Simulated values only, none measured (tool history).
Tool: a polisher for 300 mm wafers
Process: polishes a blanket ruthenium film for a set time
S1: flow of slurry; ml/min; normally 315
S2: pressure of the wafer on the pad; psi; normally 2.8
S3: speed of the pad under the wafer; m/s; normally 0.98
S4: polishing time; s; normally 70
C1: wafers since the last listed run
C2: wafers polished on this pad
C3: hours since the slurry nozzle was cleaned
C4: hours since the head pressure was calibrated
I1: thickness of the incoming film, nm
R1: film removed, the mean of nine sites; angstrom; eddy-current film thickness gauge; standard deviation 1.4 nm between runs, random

{"run": 1, "day": 0.0, "S1": 315, "S2": 2.8, "S3": 0.98, "S4": 70, "C1": 0, "C2": 642, "C3": 1.4, "C4": 563, "I1": 298.7, "R1": 1218}
{"run": 2, "day": 1.633, "S1": 315, "S2": 2.8, "S3": 0.98, "S4": 70, "C1": 459, "C2": 1102, "C3": 40.6, "C4": 602.2, "I1": 294.6, "R1": 1180}
{"run": 3, "day": 3.362, "S1": 315, "S2": 3.5, "S3": 0.98, "S4": 70, "C1": 486, "C2": 1588, "C3": 82.1, "C4": 643.7, "I1": 302.1, "R1": 1492}
{"run": 4, "day": 5.65, "S1": 315, "S2": 3.5, "S3": 0.98, "S4": 70, "C1": 643, "C2": 2232, "C3": 137, "C4": 698.6, "I1": 297, "R1": 1436}
{"day": 7.946, "done": "worn pad replaced by a new one"}
{"run": 5, "day": 8.408, "S1": 315, "S2": 3.5, "S3": 0.98, "S4": 70, "C1": 729, "C2": 130, "C3": 203.2, "C4": 764.8, "I1": 303.7, "R1": 1648}
{"day": 8.758, "done": "slurry nozzle cleaned"}
{"run": 6, "day": 12.746, "S1": 245, "S2": 2.8, "S3": 0.98, "S4": 70, "C1": 1208, "C2": 1339, "C3": 95.7, "C4": 868.9, "I1": 301, "R1": 1222}
{"day": 17.6, "done": "head pressure recalibrated"}
{"day": 18.142, "done": "worn pad replaced by a new one"}
{"day": 20.25, "done": "slurry nozzle cleaned"}
{"run": 7, "day": 21.362, "S1": 315, "S2": 2.8, "S3": 0.98, "S4": 70, "C1": 2342, "C2": 894, "C3": 26.7, "C4": 90.3, "I1": 304.1, "R1": 1168}
{"run": 8, "day": 25.233, "S1": 315, "S2": 2.8, "S3": 0.98, "S4": 70, "C1": 1089, "C2": 1983, "C3": 119.6, "C4": 183.2, "I1": 299.8, "R1": 1120}
{"run": 9, "day": 28.371, "S1": 210, "S2": 2.8, "S3": 0.98, "S4": 92, "C1": 882, "C2": 2866, "C3": 194.9, "C4": 258.5, "I1": 301.5, "R1": 1455}
{"day": 28.588, "done": "worn pad replaced by a new one"}
{"run": 10, "day": 30.438, "S1": 315, "S2": 2.8, "S3": 1.06, "S4": 87, "C1": 534, "C2": 520, "C3": 244.5, "C4": 308.1, "I1": 297.5, "R1": 1604}
{"day": 30.521, "done": "slurry nozzle cleaned"}
{"run": 11, "day": 33.45, "S1": 315, "S2": 2.8, "S3": 0.98, "S4": 70, "C1": 835, "C2": 1356, "C3": 70.3, "C4": 380.4, "I1": 299.2, "R1": 1151}
{"run": 12, "day": 36.992, "S1": 315, "S2": 2.8, "S3": 0.98, "S4": 57, "C1": 996, "C2": 2353, "C3": 155.3, "C4": 465.4, "I1": 303.3, "R1": 924}
{"day": 39.225, "done": "worn pad replaced by a new one"}
{"run": 13, "day": 41.429, "S1": 315, "S2": 2.8, "S3": 1.06, "S4": 87, "C1": 1201, "C2": 620, "C3": 261.8, "C4": 571.9, "I1": 301.9, "R1": 1649}
{"day": 42.225, "done": "slurry nozzle cleaned"}
{"run": 14, "day": 44.304, "S1": 410, "S2": 3.3, "S3": 1.22, "S4": 64, "C1": 797, "C2": 1417, "C3": 49.9, "C4": 640.9, "I1": 298.4, "R1": 1616}
{"run": 15, "day": 47.833, "S1": 420, "S2": 2.8, "S3": 0.98, "S4": 80, "C1": 993, "C2": 2410, "C3": 134.6, "C4": 725.6, "I1": 304.2, "R1": 1366}
{"run": 16, "day": 49.633, "S1": 315, "S2": 3.5, "S3": 0.84, "S4": 70, "C1": 506, "C2": 2917, "C3": 177.8, "C4": 768.8, "I1": 298.1, "R1": 1271}

Consider 3 possible next runs. They are alternatives, not a sequence: every one starts from the tool as it was left by run 16. What does each give?
{"run": "A", "day": 49.65, "S1": 315, "S2": 2.8, "S3": 0.98, "S4": 70, "C1": 4, "C2": 2921, "C3": 178.2, "C4": 769.2, "I1": 300.6, "R1": "?"}
{"run": "B", "day": 49.65, "S1": 375, "S2": 3.8, "S3": 0.98, "S4": 92, "C1": 4, "C2": 2921, "C3": 178.2, "C4": 769.2, "I1": 300.6, "R1": "?"}
{"run": "C", "day": 49.65, "S1": 315, "S2": 2.8, "S3": 1.14, "S4": 82, "C1": 4, "C2": 2921, "C3": 178.2, "C4": 769.2, "I1": 300.6, "R1": "?"}

run=A R1=1181
run=B R1=2131
run=C R1=1609
The same runs, with their run-to-run variation unchanged, on a tool lacking any hidden condition would have given:
run=A R1=1273
run=B R1=2297
run=C R1=1735

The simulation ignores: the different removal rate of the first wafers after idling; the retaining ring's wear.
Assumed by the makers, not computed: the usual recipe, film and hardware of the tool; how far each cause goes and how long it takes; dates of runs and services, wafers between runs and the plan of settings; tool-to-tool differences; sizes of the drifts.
